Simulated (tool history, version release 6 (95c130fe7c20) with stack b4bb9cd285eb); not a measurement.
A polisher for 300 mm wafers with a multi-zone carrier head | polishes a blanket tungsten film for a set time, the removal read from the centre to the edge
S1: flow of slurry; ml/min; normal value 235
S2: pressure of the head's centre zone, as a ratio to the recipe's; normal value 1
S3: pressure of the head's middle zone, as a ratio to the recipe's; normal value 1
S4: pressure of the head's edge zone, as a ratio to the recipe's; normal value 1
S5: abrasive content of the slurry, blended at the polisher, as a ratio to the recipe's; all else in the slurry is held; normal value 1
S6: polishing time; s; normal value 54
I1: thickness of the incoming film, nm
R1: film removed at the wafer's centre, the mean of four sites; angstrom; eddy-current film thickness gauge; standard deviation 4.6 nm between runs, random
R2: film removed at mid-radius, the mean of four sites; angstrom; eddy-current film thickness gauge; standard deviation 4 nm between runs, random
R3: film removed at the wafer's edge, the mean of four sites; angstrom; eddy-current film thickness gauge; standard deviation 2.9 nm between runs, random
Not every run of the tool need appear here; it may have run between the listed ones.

run	hour	S1	S2	S3	S4	S5	S6	I1	R1	R2	R3
1	0	235	1	1	1	1	54	1054.1	3645	3778	3754
2	41.4	295	1.12	1	1	1	54	1034.7	4115	3841	3882
3	86	235	1	1	1	1	54	1062	3415	3654	3711
4	254.1	300	1.06	0.94	1	1	41	1035.9	2974	2885	3028
5	310.4	235	1	1	1	1	54	1027.8	3596	3869	3792
6	381.7	235	1	1	1	1	54	1048.3	3693	3801	3831
7	425.9	185	1	1	1	1	54	1040.4	3476	3591	3708
8	474.3	235	1.03	1	1	0.85	54	1049.4	3543	3549	3642
9	534	190	1	1	1	0.8	54	1037.4	3161	3292	3421
10	567.6	235	1.07	1	0.91	1	54	1054.2	3663	3619	3545
11	610.1	235	1	1	1	1	54	1053.1	3892	4049	3934
12	671.2	235	1.07	1	0.91	1	54	1044.6	3952	3896	3760
13	709.7	235	1.04	1	1	1	64	1051.1	4472	4738	4621
14	779.4	235	1	1	1	1	54	1045.3	3773	3829	3861
15	815.1	235	1.1	1.07	1	1	71	1038.1	5115	5278	5092
16	872.7	235	1	1	1	1	54	1038.2	3579	3839	3851
17	899	235	0.94	1.03	1	1	54	1049.6	3450	3829	3849
18	923	235	1	1	1	1	64	1045.2	4246	4467	4470
19	948.5	235	1	1.05	1.05	1	54	1032.5	3577	3960	3919
20	1010.2	310	1.03	1	1	1	66	1056.9	4622	4700	4753
21	1066.5	235	1	1	1	1	54	1047.2	3589	3714	3729
22	1128.9	235	1	0.94	1	1	54	1037.6	3435	3502	3708

Taken out of this log: 9 entries between the listed runs. Where each belongs, and how the hidden state differs across it:
Between runs 3 and 4: slurry nozzle cleaned (hour 126.2); edge zone pressure recalibrated (hour 224.5)
  slurry flow missing at the pad, %: 41.4 -> 16.9; deviation of the centre zone's pressure from its setpoint, %: -3.09 -> -5.25
  measured less the result without the state, R1: -432 -> -196 angstrom; R2: -319 -> -56 angstrom; R3: -233 -> -45 angstrom
Between runs 5 and 6: worn pad replaced by a new one (hour 327.7); centre zone pressure recalibrated (hour 351.5)
  slurry flow missing at the pad, %: 21.4 -> 27; deviation of the centre zone's pressure from its setpoint, %: -6.13 -> 0.62
  measured less the result without the state, R1: -325 -> -169 angstrom; R2: -127 -> -172 angstrom; R3: -93 -> -127 angstrom
Between runs 7 and 8: carrier head's membrane replaced by a new one (hour 473.8)
  slurry flow missing at the pad, %: 30.5 -> 34.3; deviation of the centre zone's pressure from its setpoint, %: 0.565 -> 0.45
  measured less the result without the state, R1: -251 -> -242 angstrom; R2: -243 -> -228 angstrom; R3: -180 -> -170 angstrom
Between runs 10 and 11: slurry nozzle cleaned (hour 583.5)
  slurry flow missing at the pad, %: 41.7 -> 4.64; deviation of the centre zone's pressure from its setpoint, %: 0.0684 -> -0.175
  measured less the result without the state, R1: -363 -> -31 angstrom; R2: -319 -> -24 angstrom; R3: -226 -> -17 angstrom
Between runs 13 and 14: worn pad replaced by a new one (hour 778.8)
  slurry flow missing at the pad, %: 12.5 -> 18; deviation of the centre zone's pressure from its setpoint, %: -0.915 -> -1.58
  measured less the result without the state, R1: -120 -> -162 angstrom; R2: -82 -> -102 angstrom; R3: -59 -> -76 angstrom
Between runs 16 and 17: edge zone pressure recalibrated (hour 878)
  slurry flow missing at the pad, %: 25.4 -> 27.5; deviation of the centre zone's pressure from its setpoint, %: -2.64 -> -2.98
  measured less the result without the state, R1: -247 -> -267 angstrom; R2: -159 -> -176 angstrom; R3: -118 -> -131 angstrom
Between runs 20 and 21: centre zone pressure recalibrated (hour 1065.5)
  slurry flow missing at the pad, %: 36.2 -> 40.7; deviation of the centre zone's pressure from its setpoint, %: -4.6 -> 0.414
  measured less the result without the state, R1: -460 -> -330 angstrom; R2: -248 -> -314 angstrom; R3: -189 -> -227 angstrom

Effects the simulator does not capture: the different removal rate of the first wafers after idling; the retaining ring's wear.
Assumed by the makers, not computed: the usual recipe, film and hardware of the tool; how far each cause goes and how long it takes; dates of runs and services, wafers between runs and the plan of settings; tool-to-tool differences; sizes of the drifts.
